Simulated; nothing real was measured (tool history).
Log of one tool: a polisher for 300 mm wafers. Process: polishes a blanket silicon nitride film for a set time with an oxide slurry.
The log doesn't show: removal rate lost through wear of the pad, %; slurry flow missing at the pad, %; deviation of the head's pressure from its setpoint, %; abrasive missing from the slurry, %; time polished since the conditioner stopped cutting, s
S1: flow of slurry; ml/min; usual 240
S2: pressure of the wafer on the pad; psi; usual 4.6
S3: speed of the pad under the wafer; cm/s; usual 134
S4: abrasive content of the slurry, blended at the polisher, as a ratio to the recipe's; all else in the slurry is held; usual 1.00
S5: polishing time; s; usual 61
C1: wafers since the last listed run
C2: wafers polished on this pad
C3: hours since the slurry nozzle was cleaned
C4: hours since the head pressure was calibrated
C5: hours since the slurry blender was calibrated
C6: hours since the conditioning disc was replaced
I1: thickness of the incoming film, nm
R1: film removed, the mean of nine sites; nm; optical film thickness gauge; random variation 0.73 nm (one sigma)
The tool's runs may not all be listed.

run	day	S1	S2	S3	S4	S5	C1	C2	C3	C4	C5	C6	I1	R1
1	0.000	240	4.6	134	1.00	61	0	479	909.1	424.2	251.1	117.2	279.2	55.5
2	0.492	240	4.6	104	1.00	61	191	670	920.9	436.0	262.9	129.0	278.2	46.3
3	1.183	240	4.6	104	1.00	61	269	939	937.5	452.6	279.5	145.6	282.0	45.8
# day 1.767: conditioning disc replaced and pad reconditioned
# day 1.779: slurry nozzle cleaned
4	1.800	240	5.4	110	1.15	61	203	1142	0.5	467.4	294.3	0.8	281.5	62.3
5	2.088	305	4.6	166	1.00	61	111	1254	7.4	474.3	301.2	7.7	281.2	67.2
6	2.558	155	6.0	134	0.80	43	183	1437	18.7	485.6	312.5	19.0	278.5	39.1
7	2.929	240	4.6	134	0.80	61	144	1582	27.6	494.5	321.4	27.9	282.3	45.6
# day 3.400: head pressure recalibrated
8	3.429	160	4.6	134	0.85	61	162	1744	39.6	0.7	333.4	39.9	282.1	42.7
9	3.908	240	4.6	134	1.00	42	186	1930	51.1	12.2	344.9	51.4	277.1	35.4
# day 4.075: worn pad replaced by a new one
10	4.167	240	4.6	134	1.00	61	35	35	57.3	18.4	351.1	57.6	276.0	52.6
11	4.562	240	5.1	134	0.85	68	154	190	66.8	27.9	360.6	67.1	276.5	55.7
# day 4.829: slurry blender recalibrated
12	5.046	240	3.1	134	0.70	61	155	345	78.4	39.5	5.2	78.7	282.8	23.8
13	5.350	240	4.6	134	1.00	61	118	464	85.7	46.8	12.5	86.0	279.7	51.9
14	5.762	240	4.6	134	1.00	61	160	624	95.6	56.7	22.4	95.9	280.4	52.3
15	6.250	190	5.2	134	1.00	61	189	814	107.3	68.4	34.1	107.6	277.0	58.4
16	6.583	325	4.6	134	1.00	61	129	943	115.3	76.4	42.1	115.6	276.4	53.1
17	7.246	160	4.6	134	0.85	61	257	1201	131.2	92.3	58.0	131.5	282.7	43.2
18	7.517	200	5.2	134	1.00	71	105	1307	137.7	98.8	64.5	138.0	277.5	66.4
# day 7.654: conditioning disc replaced and pad reconditioned
19	7.900	295	4.6	134	1.20	61	116	1423	146.9	108.0	73.7	5.9	280.4	60.4
# day 8.221: head pressure recalibrated, repeated, since the last time left the tool worse
20	8.538	240	4.6	134	1.15	76	215	1639	162.2	7.6	89.0	21.2	282.6	79.4
# day 8.862: worn pad replaced by a new one
21	9.008	285	4.6	134	1.00	61	118	56	173.5	18.9	100.3	32.5	278.3	59.4
22	9.488	240	4.6	134	1.00	61	186	242	185.0	30.4	111.8	44.0	280.4	58.1
23	9.854	240	4.6	134	1.00	61	142	385	193.8	39.2	120.6	52.8	279.6	58.6
24	10.529	240	5.6	158	1.10	61	262	647	210.0	55.4	136.8	69.0	282.9	85.6
25	10.842	190	3.6	164	1.00	61	121	769	217.5	62.9	144.3	76.5	279.2	52.4
26	11.558	240	4.6	134	1.00	61	278	1048	234.7	80.1	161.5	93.7	285.9	58.8
27	12.304	240	4.6	134	0.75	61	290	1338	252.6	98.0	179.4	111.6	281.0	44.2

Forecast each of these 3 alternatives for the next run:
A	12.321	240	4.6	134	1.00	61	6	1345	253.0	98.4	179.8	112.0	280.0	?
B	12.321	175	4.6	134	1.00	78	6	1345	253.0	98.4	179.8	112.0	280.0	?
C	12.321	240	4.2	134	1.00	61	6	1345	253.0	98.4	179.8	112.0	280.0	?

run	R1
A	56.5
B	69.4
C	51.6
Without the tool's hidden state the same runs would have given:
run	R1
A	56.6
B	69.5
C	51.7

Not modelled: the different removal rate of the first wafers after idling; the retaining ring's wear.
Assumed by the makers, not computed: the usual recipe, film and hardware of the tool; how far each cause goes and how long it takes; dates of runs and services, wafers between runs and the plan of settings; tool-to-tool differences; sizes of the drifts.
